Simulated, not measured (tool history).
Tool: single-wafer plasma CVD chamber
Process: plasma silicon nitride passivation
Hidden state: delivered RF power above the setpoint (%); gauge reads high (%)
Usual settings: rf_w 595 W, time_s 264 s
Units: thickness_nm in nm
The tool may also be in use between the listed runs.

| run | day | rf_w | time_s | wafers since the last listed run | hours since the last RF generator calibration | hours since the showerhead was replaced | hours since the gauge calibration | read-back reference wafer on the same gauge, thickness_nm | thickness_nm |
|---|---|---|---|---|---|---|---|---|---|
| 1 | 0 | 545 | 264 | 0 | 1221.9 | 4029.3 | 1552.2 | 474.093 | 410.568 |
| 2 | 2.329 | 595 | 264 | 426 | 1277.8 | 4085.2 | 1608.1 | 473.653 | 419.128 |
| 3 | 5.008 | 595 | 264 | 491 | 1342.1 | 4149.5 | 1672.4 | 473.894 | 419.609 |
| 4 | 8.85 | 595 | 264 | 704 | 1434.3 | 4241.7 | 1764.6 | 474.014 | 417.839 |
|  | 9.342 | RF generator calibrated |
| 5 | 11.004 | 595 | 264 | 333 | 39.9 | 4293.4 | 1816.3 | 473.566 | 425.992 |
| 6 | 15.05 | 640 | 235 | 741 | 137 | 4390.5 | 1913.4 | 474.077 | 387.878 |
| 7 | 18.7 | 595 | 242 | 669 | 224.6 | 4478.1 | 2001 | 474.264 | 393.575 |
| 8 | 20.804 | 595 | 264 | 385 | 275.1 | 4528.6 | 2051.5 | 474.04 | 428.089 |
| 9 | 24.567 | 595 | 264 | 689 | 365.4 | 4618.9 | 2141.8 | 473.838 | 427.342 |
| 10 | 26.142 | 595 | 264 | 288 | 403.2 | 4656.7 | 2179.6 | 474.048 | 426.135 |
| 11 | 29.225 | 560 | 240 | 565 | 477.2 | 4730.7 | 2253.6 | 474.022 | 378.675 |
| 12 | 31.975 | 595 | 224 | 504 | 543.2 | 4796.7 | 2319.6 | 474.025 | 362.451 |
| 13 | 34.529 | 595 | 264 | 468 | 604.5 | 4858 | 2380.9 | 474.021 | 422.919 |
|  | 44.208 | showerhead replaced |
| 14 | 47.021 | 595 | 284 | 2228 | 904.3 | 67.5 | 2680.7 | 473.894 | 451.903 |
| 15 | 49.45 | 525 | 264 | 445 | 962.6 | 125.8 | 2739 | 473.99 | 406.354 |
| 16 | 51.758 | 525 | 264 | 423 | 1018 | 181.2 | 2794.4 | 474.487 | 406.244 |
|  | 51.875 | gauge calibrated |
| 17 | 54.842 | 595 | 264 | 565 | 1092 | 255.2 | 71.2 | 474.002 | 423.416 |
| 18 | 56.688 | 595 | 264 | 338 | 1136.3 | 299.5 | 115.5 | 474.482 | 421.787 |
| 19 | 59.729 | 595 | 213 | 557 | 1209.3 | 372.5 | 188.5 | 474.216 | 338.039 |
| 20 | 62.421 | 545 | 223 | 493 | 1273.9 | 437.1 | 253.1 | 473.492 | 345.343 |
| 21 | 66.346 | 490 | 214 | 719 | 1368.1 | 531.3 | 347.3 | 474.062 | 320.795 |
| 22 | 68.221 | 505 | 282 | 343 | 1413.1 | 576.3 | 392.3 | 473.907 | 423.15 |
| 23 | 71.65 | 555 | 264 | 628 | 1495.4 | 658.6 | 474.6 | 473.92 | 407.604 |
| 24 | 75.129 | 490 | 219 | 637 | 1578.9 | 742.1 | 558.1 | 474.243 | 324.917 |
| 25 | 76.829 | 595 | 264 | 311 | 1619.7 | 782.9 | 598.9 | 474.011 | 414.153 |
|  | 77.808 | RF generator calibrated |
| 26 | 80.546 | 650 | 230 | 620 | 65.7 | 872.1 | 688.1 | 473.959 | 382.26 |
| 27 | 82.412 | 595 | 264 | 342 | 110.5 | 916.9 | 732.9 | 473.97 | 425.352 |
| 28 | 86.658 | 645 | 302 | 778 | 212.4 | 1018.8 | 834.8 | 473.508 | 500.419 |
| 29 | 89.317 | 595 | 264 | 487 | 276.2 | 1082.6 | 898.6 | 474.038 | 426.636 |
| 30 | 92.808 | 535 | 316 | 640 | 360 | 1166.4 | 982.4 | 474.259 | 495.119 |
| 31 | 96.975 | 695 | 264 | 763 | 460 | 1266.4 | 1082.4 | 474.434 | 449.419 |
| 32 | 99.762 | 505 | 314 | 510 | 526.9 | 1333.3 | 1149.3 | 473.949 | 482.013 |
| 33 | 102.15 | 565 | 287 | 437 | 584.2 | 1390.6 | 1206.6 | 473.714 | 455.101 |
| 34 | 104.783 | 645 | 302 | 482 | 647.4 | 1453.8 | 1269.8 | 474.097 | 498.952 |
| 35 | 107.579 | 535 | 233 | 512 | 714.5 | 1520.9 | 1336.9 | 474.001 | 361.542 |
| 36 | 110.162 | 645 | 289 | 473 | 776.5 | 1582.9 | 1398.9 | 473.87 | 479.896 |

Hidden state or all else? Some run-to-run changes of thickness_nm, split into what the settings, what came in and random variation would give without the hidden state, and what is left for the hidden state (with any gauge scatter that isn't in both results):
Run 4 -> 5: RF generator calibrated. thickness_nm +8.153 nm: hidden state +9.06, all else -0.907.
Run 21 -> 22: rf_w 490 -> 505, time_s 214 -> 282. thickness_nm +102.355 nm: hidden state -3.097, all else +105.452.
Run 24 -> 25: rf_w 490 -> 595, time_s 219 -> 264. thickness_nm +89.236 nm: hidden state -3.459, all else +92.695.
Run 25 -> 26: rf_w 595 -> 650, time_s 264 -> 230, RF generator calibrated. thickness_nm -31.893 nm: hidden state +12.497, all else -44.39.
Run 34 -> 35: rf_w 645 -> 535, time_s 302 -> 233. thickness_nm -137.41 nm: hidden state +0.687, all else -138.097.
Run 35 -> 36: rf_w 535 -> 645, time_s 233 -> 289. thickness_nm +118.354 nm: hidden state -1.493, all else +119.847.
